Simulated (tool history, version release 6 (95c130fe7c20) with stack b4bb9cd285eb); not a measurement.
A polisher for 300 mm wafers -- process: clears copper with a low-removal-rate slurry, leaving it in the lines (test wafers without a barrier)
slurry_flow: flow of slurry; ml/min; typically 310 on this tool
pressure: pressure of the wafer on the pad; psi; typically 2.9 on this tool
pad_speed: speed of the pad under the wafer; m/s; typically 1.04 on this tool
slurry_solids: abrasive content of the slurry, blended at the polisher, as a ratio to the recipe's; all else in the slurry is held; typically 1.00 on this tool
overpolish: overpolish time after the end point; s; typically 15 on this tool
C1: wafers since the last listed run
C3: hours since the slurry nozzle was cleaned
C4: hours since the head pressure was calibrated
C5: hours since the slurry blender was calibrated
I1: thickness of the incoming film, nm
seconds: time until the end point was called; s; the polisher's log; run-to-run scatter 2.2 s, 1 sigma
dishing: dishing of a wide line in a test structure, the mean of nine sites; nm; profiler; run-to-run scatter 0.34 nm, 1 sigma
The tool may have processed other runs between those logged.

run 1 hour=0.0 | slurry_flow=310 pressure=2.9 pad_speed=1.04 slurry_solids=1.00 overpolish=15 | C1=0 wafers_polished_on_this_pad=418 C3=218.6 C4=806.0 C5=86.6 | I1=374.6 | seconds=125.0 dishing=23.7
run 2 hour=24.3 | slurry_flow=310 pressure=2.9 pad_speed=0.88 slurry_solids=1.00 overpolish=15 | C1=227 wafers_polished_on_this_pad=646 C3=242.9 C4=830.3 C5=110.9 | I1=373.3 | seconds=150.2 dishing=21.6
run 3 hour=39.8 | slurry_flow=310 pressure=2.9 pad_speed=1.04 slurry_solids=0.90 overpolish=15 | C1=145 wafers_polished_on_this_pad=791 C3=258.4 C4=845.8 C5=126.4 | I1=377.7 | seconds=124.3 dishing=23.3
run 4 hour=82.0 | slurry_flow=310 pressure=2.9 pad_speed=1.04 slurry_solids=1.20 overpolish=15 | C1=395 wafers_polished_on_this_pad=1187 C3=300.6 C4=888.0 C5=168.6 | I1=373.0 | seconds=118.2 dishing=25.0
run 5 hour=160.4 | slurry_flow=225 pressure=2.3 pad_speed=1.04 slurry_solids=1.25 overpolish=15 | C1=735 wafers_polished_on_this_pad=1922 C3=379.0 C4=966.4 C5=247.0 | I1=381.1 | seconds=150.8 dishing=21.5
run 6 hour=172.8 | slurry_flow=265 pressure=2.0 pad_speed=1.04 slurry_solids=1.00 overpolish=15 | C1=116 wafers_polished_on_this_pad=2039 C3=391.4 C4=978.8 C5=259.4 | I1=369.5 | seconds=169.7 dishing=19.3
run 7 hour=197.1 | slurry_flow=310 pressure=2.9 pad_speed=1.04 slurry_solids=1.20 overpolish=21 | C1=227 wafers_polished_on_this_pad=2266 C3=415.7 C4=1003.1 C5=283.7 | I1=371.8 | seconds=121.2 dishing=28.1
-- hour=208.4 slurry nozzle cleaned
run 8 hour=228.5 | slurry_flow=250 pressure=2.9 pad_speed=1.04 slurry_solids=0.80 overpolish=15 | C1=285 wafers_polished_on_this_pad=2552 C3=20.1 C4=1034.5 C5=315.1 | I1=373.4 | seconds=129.2 dishing=23.2
run 9 hour=246.1 | slurry_flow=310 pressure=2.9 pad_speed=1.04 slurry_solids=1.00 overpolish=15 | C1=165 wafers_polished_on_this_pad=2717 C3=37.7 C4=1052.1 C5=332.7 | I1=373.6 | seconds=119.3 dishing=24.2
run 10 hour=268.8 | slurry_flow=310 pressure=2.9 pad_speed=1.04 slurry_solids=1.00 overpolish=15 | C1=212 wafers_polished_on_this_pad=2930 C3=60.4 C4=1074.8 C5=355.4 | I1=378.0 | seconds=123.0 dishing=23.9
run 11 hour=297.8 | slurry_flow=310 pressure=2.9 pad_speed=1.04 slurry_solids=1.00 overpolish=15 | C1=272 wafers_polished_on_this_pad=3202 C3=89.4 C4=1103.8 C5=384.4 | I1=376.4 | seconds=122.2 dishing=23.6
-- hour=309.0 worn pad replaced by a new one
run 12 hour=325.1 | slurry_flow=310 pressure=2.9 pad_speed=0.70 slurry_solids=0.90 overpolish=23 | C1=218 wafers_polished_on_this_pad=150 C3=116.7 C4=1131.1 C5=411.7 | I1=380.6 | seconds=177.5 dishing=24.0
-- hour=332.1 head pressure recalibrated
-- hour=335.1 slurry blender recalibrated
run 13 hour=403.5 | slurry_flow=310 pressure=2.9 pad_speed=1.32 slurry_solids=1.00 overpolish=8 | C1=697 wafers_polished_on_this_pad=848 C3=195.1 C4=71.4 C5=68.4 | I1=374.5 | seconds=106.7 dishing=18.1
run 14 hour=437.2 | slurry_flow=310 pressure=3.8 pad_speed=1.20 slurry_solids=1.25 overpolish=15 | C1=316 wafers_polished_on_this_pad=1164 C3=228.8 C4=105.1 C5=102.1 | I1=379.5 | seconds=87.7 dishing=28.0
run 15 hour=464.3 | slurry_flow=310 pressure=2.9 pad_speed=0.84 slurry_solids=0.75 overpolish=15 | C1=254 wafers_polished_on_this_pad=1418 C3=255.9 C4=132.2 C5=129.2 | I1=374.9 | seconds=172.1 dishing=19.4
run 16 hour=486.2 | slurry_flow=235 pressure=2.2 pad_speed=1.04 slurry_solids=1.15 overpolish=12 | C1=205 wafers_polished_on_this_pad=1624 C3=277.8 C4=154.1 C5=151.1 | I1=372.8 | seconds=173.2 dishing=16.5
run 17 hour=516.3 | slurry_flow=310 pressure=2.9 pad_speed=1.04 slurry_solids=1.00 overpolish=15 | C1=282 wafers_polished_on_this_pad=1906 C3=307.9 C4=184.2 C5=181.2 | I1=377.1 | seconds=133.6 dishing=22.0
-- hour=605.9 worn pad replaced by a new one
run 18 hour=612.6 | slurry_flow=310 pressure=2.9 pad_speed=1.04 slurry_solids=1.00 overpolish=15 | C1=865 wafers_polished_on_this_pad=62 C3=404.2 C4=280.5 C5=277.5 | I1=379.9 | seconds=133.2 dishing=22.5
-- hour=619.2 slurry nozzle cleaned
run 19 hour=642.7 | slurry_flow=400 pressure=3.2 pad_speed=1.04 slurry_solids=1.20 overpolish=20 | C1=272 wafers_polished_on_this_pad=335 C3=23.5 C4=310.6 C5=307.6 | I1=378.7 | seconds=120.0 dishing=27.5
run 20 hour=659.8 | slurry_flow=310 pressure=3.6 pad_speed=0.78 slurry_solids=0.70 overpolish=15 | C1=160 wafers_polished_on_this_pad=495 C3=40.6 C4=327.7 C5=324.7 | I1=376.0 | seconds=159.1 dishing=20.8
run 21 hour=676.8 | slurry_flow=310 pressure=2.9 pad_speed=1.04 slurry_solids=1.00 overpolish=15 | C1=159 wafers_polished_on_this_pad=655 C3=57.6 C4=344.7 C5=341.7 | I1=375.0 | seconds=132.9 dishing=23.1
run 22 hour=708.3 | slurry_flow=310 pressure=2.9 pad_speed=1.04 slurry_solids=1.00 overpolish=15 | C1=295 wafers_polished_on_this_pad=950 C3=89.1 C4=376.2 C5=373.2 | I1=368.9 | seconds=132.8 dishing=22.9
-- hour=720.2 slurry blender recalibrated
run 23 hour=775.1 | slurry_flow=400 pressure=2.9 pad_speed=0.82 slurry_solids=0.85 overpolish=20 | C1=607 wafers_polished_on_this_pad=1558 C3=155.9 C4=443.0 C5=54.9 | I1=371.9 | seconds=169.6 dishing=23.8
run 24 hour=881.7 | slurry_flow=310 pressure=3.6 pad_speed=1.04 slurry_solids=1.25 overpolish=9 | C1=999 wafers_polished_on_this_pad=2558 C3=262.5 C4=549.6 C5=161.5 | I1=375.9 | seconds=104.4 dishing=19.5
run 25 hour=899.0 | slurry_flow=310 pressure=2.9 pad_speed=1.32 slurry_solids=1.10 overpolish=15 | C1=162 wafers_polished_on_this_pad=2720 C3=279.8 C4=566.9 C5=178.8 | I1=378.6 | seconds=102.1 dishing=25.8
-- hour=945.2 worn pad replaced by a new one
run 26 hour=945.7 | slurry_flow=340 pressure=2.9 pad_speed=1.04 slurry_solids=0.80 overpolish=21 | C1=400 wafers_polished_on_this_pad=4 C3=326.5 C4=613.6 C5=225.5 | I1=370.7 | seconds=133.9 dishing=26.5
run 27 hour=979.4 | slurry_flow=310 pressure=2.9 pad_speed=1.04 slurry_solids=1.00 overpolish=15 | C1=316 wafers_polished_on_this_pad=320 C3=360.2 C4=647.3 C5=259.2 | I1=374.8 | seconds=128.6 dishing=23.7
-- hour=985.9 slurry nozzle cleaned
run 28 hour=993.0 | slurry_flow=275 pressure=2.9 pad_speed=1.04 slurry_solids=1.00 overpolish=20 | C1=118 wafers_polished_on_this_pad=439 C3=7.1 C4=660.9 C5=272.8 | I1=380.2 | seconds=130.9 dishing=26.8

Predict each of these 4 candidate next runs independently; none follows another, all start after run 28:
run A hour=993.5 | slurry_flow=310 pressure=2.9 pad_speed=1.04 slurry_solids=1.00 overpolish=15 | C1=4 wafers_polished_on_this_pad=443 C3=7.6 C4=661.4 C5=273.3 | I1=371.8 | seconds=? dishing=?
run B hour=993.5 | slurry_flow=370 pressure=2.9 pad_speed=1.04 slurry_solids=0.80 overpolish=19 | C1=4 wafers_polished_on_this_pad=443 C3=7.6 C4=661.4 C5=273.3 | I1=371.8 | seconds=? dishing=?
run C hour=993.5 | slurry_flow=385 pressure=2.9 pad_speed=1.04 slurry_solids=1.00 overpolish=24 | C1=4 wafers_polished_on_this_pad=443 C3=7.6 C4=661.4 C5=273.3 | I1=371.8 | seconds=? dishing=?
run D hour=993.5 | slurry_flow=310 pressure=2.9 pad_speed=1.04 slurry_solids=1.00 overpolish=7 | C1=4 wafers_polished_on_this_pad=443 C3=7.6 C4=661.4 C5=273.3 | I1=371.8 | seconds=? dishing=?

run=A seconds=125.1 dishing=23.4
run=B seconds=129.0 dishing=25.8
run=C seconds=122.9 dishing=28.7
run=D seconds=125.1 dishing=14.4
Had the tool no hidden state, the same runs would have come out as:
run=A seconds=132.4 dishing=22.6
run=B seconds=136.5 dishing=25.1
run=C seconds=130.0 dishing=28.0
run=D seconds=132.4 dishing=13.8
